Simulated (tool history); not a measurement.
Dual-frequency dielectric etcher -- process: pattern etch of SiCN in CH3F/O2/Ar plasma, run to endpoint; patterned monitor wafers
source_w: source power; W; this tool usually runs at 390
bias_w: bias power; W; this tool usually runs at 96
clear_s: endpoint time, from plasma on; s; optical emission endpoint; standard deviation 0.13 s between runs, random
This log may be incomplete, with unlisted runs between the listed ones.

run	hour	source_w	bias_w	incoming incoming film thickness, nm	clear_s
1	0.0	410	103	7.83	20.8
2	80.9	410	103	7.85	21.2
3	188.8	410	103	7.79	21.1
# hour 242.5: wet clean of the chamber
4	397.8	330	96	7.84	22.5
5	474.8	390	96	7.74	21.4
6	527.8	390	96	7.79	21.3
7	630.5	390	96	7.84	22.0
# hour 656.6: wet clean of the chamber
8	679.4	390	96	7.73	20.6
# hour 736.1: upper electrode replaced
9	736.6	390	114	7.77	20.2
10	828.4	390	96	7.90	21.8
# hour 838.9: source power generator calibrated
# hour 848.6: bias power generator calibrated
11	907.7	410	103	7.79	20.9
12	1010.7	480	72	7.82	22.0
# hour 1086.0: wet clean of the chamber
13	1116.9	440	80	7.73	20.9
14	1155.7	390	82	7.80	22.1
15	1212.7	390	96	7.80	21.1
16	1274.4	390	96	7.83	21.5
17	1317.9	330	77	7.76	23.9
18	1403.6	450	76	7.83	21.9
19	1481.0	450	114	7.83	19.9
20	1523.9	390	96	7.84	22.2

Alternative continuations, all from the tool just after run 20; predict every row:
A	1524.3	430	96	7.71	?
B	1524.3	420	106	7.71	?
C	1524.3	390	109	7.71	?
D	1524.3	360	102	7.71	?

run	clear_s
A	21.3
B	20.9
C	21.2
D	22.1
With the hidden condition removed and each run's random variation left untouched, the same runs would have given:
run	clear_s
A	20.1
B	19.7
C	20.0
D	20.9

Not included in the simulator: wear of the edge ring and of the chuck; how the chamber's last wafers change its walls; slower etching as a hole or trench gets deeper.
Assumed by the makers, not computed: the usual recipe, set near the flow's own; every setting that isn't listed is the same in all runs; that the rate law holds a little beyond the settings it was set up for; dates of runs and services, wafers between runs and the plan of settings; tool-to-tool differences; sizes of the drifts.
